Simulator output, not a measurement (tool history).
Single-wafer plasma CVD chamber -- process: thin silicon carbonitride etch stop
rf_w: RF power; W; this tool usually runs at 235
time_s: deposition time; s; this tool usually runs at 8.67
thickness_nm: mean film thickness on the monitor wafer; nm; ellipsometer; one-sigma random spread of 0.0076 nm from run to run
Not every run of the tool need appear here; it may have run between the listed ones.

run,hour,rf_w,time_s,wafers since the last listed run,hours since the last thermocouple change,hours since the last RF generator calibration,hours since the showerhead was replaced,hours since the gauge calibration,"read-back reference wafer on the same gauge, thickness_nm",thickness_nm
1,0,235,8.67,0,1942.3,1796.2,6906.5,2941,5.886,4.948
2,87.4,235,8.67,4291,2029.7,1883.6,6993.9,3028.4,5.886,4.944
# hour 122.8: RF generator calibrated
3,189.8,235,8.67,4635,2132.1,67,7096.3,3130.8,5.89,5.026
4,286.7,235,8.67,4757,2229,163.9,7193.2,3227.7,5.889,5.01
5,322.7,235,8.67,1767,2265,199.9,7229.2,3263.7,5.893,5.021
# hour 350.6: thermocouple changed; heater temperature recalibrated
6,379.5,235,8.67,2396,28.9,256.7,7286,3320.5,5.887,5.021
7,452.7,200,7.62,3594,102.1,329.9,7359.2,3393.7,5.888,4.038
8,554.5,265,8.67,4998,203.9,431.7,7461,3495.5,5.89,5.305
9,639.5,235,8.67,4173,288.9,516.7,7546,3580.5,5.886,5.011
10,911.9,235,8.67,13375,561.3,789.1,7818.4,3852.9,5.888,4.995
11,972.2,255,7.72,2960,621.6,849.4,7878.7,3913.2,5.891,4.627
12,1062.6,235,8.67,4438,712,939.8,7969.1,4003.6,5.887,4.995
# hour 1112.5: showerhead replaced
13,1140.6,235,8.67,3437,790,1017.8,28.1,4081.6,5.89,4.982
14,1183.8,235,9.52,2121,833.2,1061,71.3,4124.8,5.892,5.457
15,1284.6,235,7.1,4949,934,1161.8,172.1,4225.6,5.887,4.072
16,1352.6,270,8.67,3338,1002,1229.8,240.1,4293.6,5.894,5.32
# hour 1352.6: gauge calibrated
17,1422.6,200,9.16,3437,1072,1299.8,310.1,70,5.89,4.83
18,1500.4,235,8.67,3820,1149.8,1377.6,387.9,147.8,5.892,4.967
19,1550.8,265,7.38,2474,1200.2,1428,438.3,198.2,5.89,4.481
20,1599.1,235,8.67,2371,1248.5,1476.3,486.6,246.5,5.888,4.956
21,1646.6,235,8.67,2332,1296,1523.8,534.1,294,5.891,4.958
22,1743.2,270,9.59,4743,1392.6,1620.4,630.7,390.6,5.893,5.853
# hour 1765.1: RF generator calibrated
23,1783.1,270,8.03,1566,1432.5,18,670.6,430.5,5.885,4.986
24,1883.7,235,8.67,4939,1533.1,118.6,771.2,531.1,5.888,5.025
25,1949,235,8.67,3206,1598.4,183.9,836.5,596.4,5.893,5.025
26,1997.5,265,8.23,2381,1646.9,232.4,885,644.9,5.886,5.044
27,2098,190,7.8,4934,1747.4,332.9,985.5,745.4,5.889,4.011
28,2178.8,275,8.67,3967,1828.2,413.7,1066.3,826.2,5.888,5.397
29,2227.5,225,8.01,2391,1876.9,462.4,1115,874.9,5.89,4.528
30,2281.1,190,7.31,2631,1930.5,516,1168.6,928.5,5.893,3.754
31,2457.6,235,8.67,8666,2107,692.5,1345.1,1105,5.889,4.998
32,2562.8,250,8.67,5165,2212.2,797.7,1450.3,1210.2,5.889,5.148
33,2657.7,195,9.13,4659,2307.1,892.6,1545.2,1305.1,5.888,4.751
34,2728.9,255,10.32,3496,2378.3,963.8,1616.4,1376.3,5.888,6.166
35,2798.9,260,7.91,3437,2448.3,1033.8,1686.4,1446.3,5.89,4.786

Branching from run 35: 4 alternative next runs. What would each branch give?
A,2799.3,235,8.21,19,2448.7,1034.2,1686.8,1446.7,?,?
B,2799.3,205,10.35,19,2448.7,1034.2,1686.8,1446.7,?,?
C,2799.3,210,10.36,19,2448.7,1034.2,1686.8,1446.7,?,?
D,2799.3,235,9.77,19,2448.7,1034.2,1686.8,1446.7,?,?

run,"read-back reference wafer on the same gauge, thickness_nm",thickness_nm
A,5.889,4.721
B,5.889,5.534
C,5.889,5.615
D,5.889,5.619
With no hidden state in the tool, these same runs would have given:
run,thickness_nm
A,4.77
B,5.591
C,5.672
D,5.676

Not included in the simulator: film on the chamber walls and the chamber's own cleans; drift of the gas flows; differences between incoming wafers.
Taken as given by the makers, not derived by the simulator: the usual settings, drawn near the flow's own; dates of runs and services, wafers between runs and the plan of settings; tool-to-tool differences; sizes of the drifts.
